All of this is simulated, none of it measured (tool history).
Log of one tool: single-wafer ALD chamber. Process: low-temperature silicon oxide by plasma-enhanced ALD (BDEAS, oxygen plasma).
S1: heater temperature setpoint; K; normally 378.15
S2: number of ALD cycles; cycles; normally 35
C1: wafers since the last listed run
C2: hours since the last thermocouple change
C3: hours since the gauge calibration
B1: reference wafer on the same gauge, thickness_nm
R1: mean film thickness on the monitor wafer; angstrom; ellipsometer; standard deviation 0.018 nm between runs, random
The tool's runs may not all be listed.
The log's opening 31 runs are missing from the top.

run 32 hour=1567.1 | S1=386.15 S2=31 | C1=576 C2=894.9 C3=857.9 | B1=5.564 | R1=42.73
run 33 hour=1622.7 | S1=384.15 S2=41 | C1=475 C2=950.5 C3=913.5 | B1=5.546 | R1=56.41
-- hour=1754.1 thermocouple changed; heater temperature recalibrated
run 34 hour=1798.3 | S1=390.15 S2=30 | C1=1434 C2=44.2 C3=1089.1 | B1=5.544 | R1=40.91
run 35 hour=1843.5 | S1=387.15 S2=33 | C1=386 C2=89.4 C3=1134.3 | B1=5.542 | R1=45.38
run 36 hour=1873.6 | S1=378.15 S2=35 | C1=257 C2=119.5 C3=1164.4 | B1=5.562 | R1=48.53
run 37 hour=1938.5 | S1=373.15 S2=40 | C1=555 C2=184.4 C3=1229.3 | B1=5.552 | R1=55.94
run 38 hour=1994.6 | S1=370.15 S2=28 | C1=480 C2=240.5 C3=1285.4 | B1=5.554 | R1=39.44
run 39 hour=2051.5 | S1=391.15 S2=32 | C1=486 C2=297.4 C3=1342.3 | B1=5.561 | R1=43.78
run 40 hour=2077.4 | S1=378.15 S2=35 | C1=221 C2=323.3 C3=1368.2 | B1=5.541 | R1=48.66
run 41 hour=2120.1 | S1=373.15 S2=30 | C1=365 C2=366 C3=1410.9 | B1=5.543 | R1=42.12
run 42 hour=2175.2 | S1=378.15 S2=35 | C1=471 C2=421.1 C3=1466 | B1=5.56 | R1=49.14
run 43 hour=2225.4 | S1=385.15 S2=35 | C1=429 C2=471.3 C3=1516.2 | B1=5.549 | R1=48.17
run 44 hour=2266.7 | S1=366.15 S2=35 | C1=353 C2=512.6 C3=1557.5 | B1=5.55 | R1=50.48
run 45 hour=2304.8 | S1=384.15 S2=28 | C1=326 C2=550.7 C3=1595.6 | B1=5.56 | R1=38.59

Alternative continuations, all from the tool just after run 45; predict every row:
run A hour=2305.3 | S1=378.15 S2=35 | C1=4 C2=551.2 C3=1596.1 | B1=? | R1=?
run B hour=2305.3 | S1=364.15 S2=35 | C1=4 C2=551.2 C3=1596.1 | B1=? | R1=?
run C hour=2305.3 | S1=365.15 S2=41 | C1=4 C2=551.2 C3=1596.1 | B1=? | R1=?
run D hour=2305.3 | S1=385.15 S2=40 | C1=4 C2=551.2 C3=1596.1 | B1=? | R1=?
run E hour=2305.3 | S1=382.15 S2=35 | C1=4 C2=551.2 C3=1596.1 | B1=? | R1=?

run=A B1=5.554 R1=48.57
run=B B1=5.554 R1=50.3
run=C B1=5.554 R1=58.75
run=D B1=5.554 R1=54.88
run=E B1=5.554 R1=48.26
Without the tool's hidden state the same runs would have given:
run=A R1=48.57
run=B R1=50.3
run=C R1=58.75
run=D R1=54.88
run=E R1=48.26
